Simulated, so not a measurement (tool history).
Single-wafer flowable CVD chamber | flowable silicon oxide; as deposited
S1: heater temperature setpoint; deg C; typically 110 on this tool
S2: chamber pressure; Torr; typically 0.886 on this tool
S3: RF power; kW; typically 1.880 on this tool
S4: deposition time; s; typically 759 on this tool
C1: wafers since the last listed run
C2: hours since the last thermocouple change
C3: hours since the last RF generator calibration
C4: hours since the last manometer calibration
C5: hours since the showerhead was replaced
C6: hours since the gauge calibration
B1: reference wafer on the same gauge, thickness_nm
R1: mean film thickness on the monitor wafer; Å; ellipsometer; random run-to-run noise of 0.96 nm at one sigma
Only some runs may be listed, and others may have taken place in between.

run	day	S1	S2	S3	S4	C1	C2	C3	C4	C5	C6	B1	R1
1	0.000	110	0.886	1.645	759	0	1106.9	2130.7	1650.7	6604.7	1350.3	401.218	3589.79
2	1.200	106	0.886	1.880	759	49	1135.7	2159.5	1679.5	6633.5	1379.1	401.038	4290.49
# day 1.642: thermocouple changed; heater temperature recalibrated
3	6.842	106	0.886	1.880	759	219	124.8	2294.9	1814.9	6768.9	1514.5	400.959	4278.22
4	9.479	110	0.886	1.880	759	108	188.1	2358.2	1878.2	6832.2	1577.8	400.728	3671.26
5	11.875	110	0.886	1.880	759	98	245.6	2415.7	1935.7	6889.7	1635.3	400.798	3666.08
6	13.321	110	0.886	1.880	759	59	280.3	2450.4	1970.4	6924.4	1670.0	400.933	3660.12
# day 14.729: gauge calibrated
7	16.138	110	0.886	1.880	709	116	347.9	2518.0	2038.0	6992.0	33.8	400.933	3429.69
8	18.717	110	0.886	1.880	759	106	409.8	2579.9	2099.9	7053.9	95.7	401.446	3673.36
9	19.892	103	0.671	1.725	892	48	438.0	2608.1	2128.1	7082.1	123.9	401.215	4146.20
# day 22.100: capacitance manometer re-zeroed and calibrated
10	22.167	104	0.697	1.655	653	80	492.6	2662.7	1.6	7136.7	178.5	400.858	3093.73
11	24.754	123	0.886	1.880	824	106	554.7	2724.8	63.7	7198.8	240.6	400.996	2623.56
12	26.608	105	0.886	2.140	676	76	599.2	2769.3	108.2	7243.3	285.1	401.089	4125.35
# day 28.933: RF generator calibrated
13	29.092	110	0.886	1.655	834	88	658.8	3.8	167.8	7302.9	344.7	401.129	4014.65
14	30.796	98	0.682	2.065	903	70	699.7	44.7	208.7	7343.8	385.6	401.025	5471.75
15	35.167	110	0.886	1.880	759	180	804.6	149.6	313.6	7448.7	490.5	401.282	3729.79
16	36.625	110	0.886	1.880	860	60	839.6	184.6	348.6	7483.7	525.5	401.059	4255.90
17	38.267	110	0.886	1.880	759	67	879.0	224.0	388.0	7523.1	564.9	401.098	3738.71
# day 40.354: showerhead replaced
18	40.433	110	0.695	2.135	759	75	931.0	276.0	440.0	1.9	616.9	401.277	2980.15
19	41.629	118	0.886	1.630	759	49	959.7	304.7	468.7	30.6	645.6	400.989	2735.36
20	42.775	116	0.886	2.135	718	47	987.2	332.2	496.2	58.1	673.1	400.922	2922.18
21	44.762	104	0.886	1.880	865	82	1034.9	379.9	543.9	105.8	720.8	401.074	5315.83
22	45.933	110	0.886	1.880	905	48	1063.0	408.0	572.0	133.9	748.9	401.081	4432.26
# day 48.996: thermocouple changed; heater temperature recalibrated
23	49.017	105	0.698	2.080	844	113	0.5	482.0	646.0	207.9	822.9	401.222	3991.75
24	50.054	125	0.886	1.880	759	42	25.4	506.9	670.9	232.8	847.8	400.930	2260.11
25	51.712	117	0.886	2.110	759	68	65.2	546.7	710.7	272.6	887.6	400.828	2954.52
26	53.979	96	0.886	2.185	702	93	119.6	601.1	765.1	327.0	942.0	401.090	5973.71
27	56.621	110	0.886	1.880	759	109	183.0	664.5	828.5	390.4	1005.4	400.976	3724.16
28	58.008	110	1.058	2.155	759	57	216.3	697.8	861.8	423.7	1038.7	400.842	4544.80

For some of the steps in R1 from one run to the next: how much would appear even if the tool had no hidden state, given the settings, what came in and random variation, and how much remains for the hidden state plus any gauge scatter that the measured result and the result without hidden state don't share?
Hidden conditions of the tool in this case: wafer temperature above the value expected at the setpoint (K); delivered RF power above the setpoint (%); true pressure above the setpoint (%); gauge reads high (%).
Run 9 -> 10: S1 103 -> 104, S2 0.671 -> 0.697, S3 1.725 -> 1.655, S4 892 -> 653, capacitance manometer re-zeroed and calibrated. R1 -1052.47 Å: hidden state +120.52, all else -1172.99.
Run 20 -> 21: S1 116 -> 104, S3 2.135 -> 1.880, S4 718 -> 865. R1 +2393.65 Å: hidden state -20.35, all else +2414.00.
Run 25 -> 26: S1 117 -> 96, S3 2.110 -> 2.185, S4 759 -> 702. R1 +3019.19 Å: hidden state -34.39, all else +3053.58.

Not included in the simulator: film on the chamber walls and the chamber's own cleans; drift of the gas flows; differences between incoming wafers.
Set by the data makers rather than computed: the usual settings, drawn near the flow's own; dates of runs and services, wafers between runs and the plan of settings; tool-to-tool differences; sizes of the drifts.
